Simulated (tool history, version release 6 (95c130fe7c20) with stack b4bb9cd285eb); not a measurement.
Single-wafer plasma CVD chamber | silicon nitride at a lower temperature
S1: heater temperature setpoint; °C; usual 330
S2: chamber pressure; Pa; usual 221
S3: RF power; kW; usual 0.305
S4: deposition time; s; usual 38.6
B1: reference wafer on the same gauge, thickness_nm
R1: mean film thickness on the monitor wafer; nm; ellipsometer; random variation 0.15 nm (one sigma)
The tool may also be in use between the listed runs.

run 1 day=0 | S1=330 S2=221 S3=0.305 S4=38.6 | B1=41.462 | R1=44.204
run 2 day=1.567 | S1=330 S2=221 S3=0.305 S4=36.2 | B1=41.473 | R1=41.721
run 3 day=3.704 | S1=330 S2=221 S3=0.305 S4=36.2 | B1=41.5 | R1=42.001
run 4 day=6.662 | S1=330 S2=221 S3=0.305 S4=36.2 | B1=41.506 | R1=41.841
run 5 day=9.338 | S1=330 S2=221 S3=0.335 S4=38.6 | B1=41.512 | R1=46.652
run 6 day=10.412 | S1=330 S2=221 S3=0.305 S4=38.6 | B1=41.463 | R1=44.244
run 7 day=14.808 | S1=330 S2=221 S3=0.305 S4=38.6 | B1=41.52 | R1=44.616
run 8 day=17.692 | S1=330 S2=221 S3=0.305 S4=38.6 | B1=41.467 | R1=44.455
run 9 day=19.504 | S1=330 S2=221 S3=0.305 S4=38.6 | B1=41.479 | R1=44.584
run 10 day=20.638 | S1=330 S2=221 S3=0.305 S4=38.6 | B1=41.517 | R1=44.529
run 11 day=23.362 | S1=330 S2=257 S3=0.305 S4=38.6 | B1=41.508 | R1=46.055
run 12 day=24.858 | S1=330 S2=257 S3=0.305 S4=38.6 | B1=41.474 | R1=46.269
run 13 day=27.817 | S1=330 S2=257 S3=0.305 S4=38.6 | B1=41.496 | R1=46.378
-- day=29.971 RF generator calibrated
run 14 day=34.829 | S1=330 S2=221 S3=0.305 S4=38.6 | B1=41.473 | R1=44.61
run 15 day=37.062 | S1=334 S2=177 S3=0.27 S4=31.8 | B1=41.47 | R1=32.296
run 16 day=39.488 | S1=330 S2=272 S3=0.35 S4=46.2 | B1=41.451 | R1=60.154
-- day=41.083 showerhead replaced
run 17 day=42.062 | S1=317 S2=189 S3=0.27 S4=34.5 | B1=41.499 | R1=35.879

Run 18 comes next. What will it give?
run 18 day=44.354 | S1=330 S2=221 S3=0.35 S4=38.6 | B1=? | R1=?

{"run 18": {"B1": 41.557, "R1": 47.678}}
Without the tool's hidden state the same run would have given R1 47.678 nm.
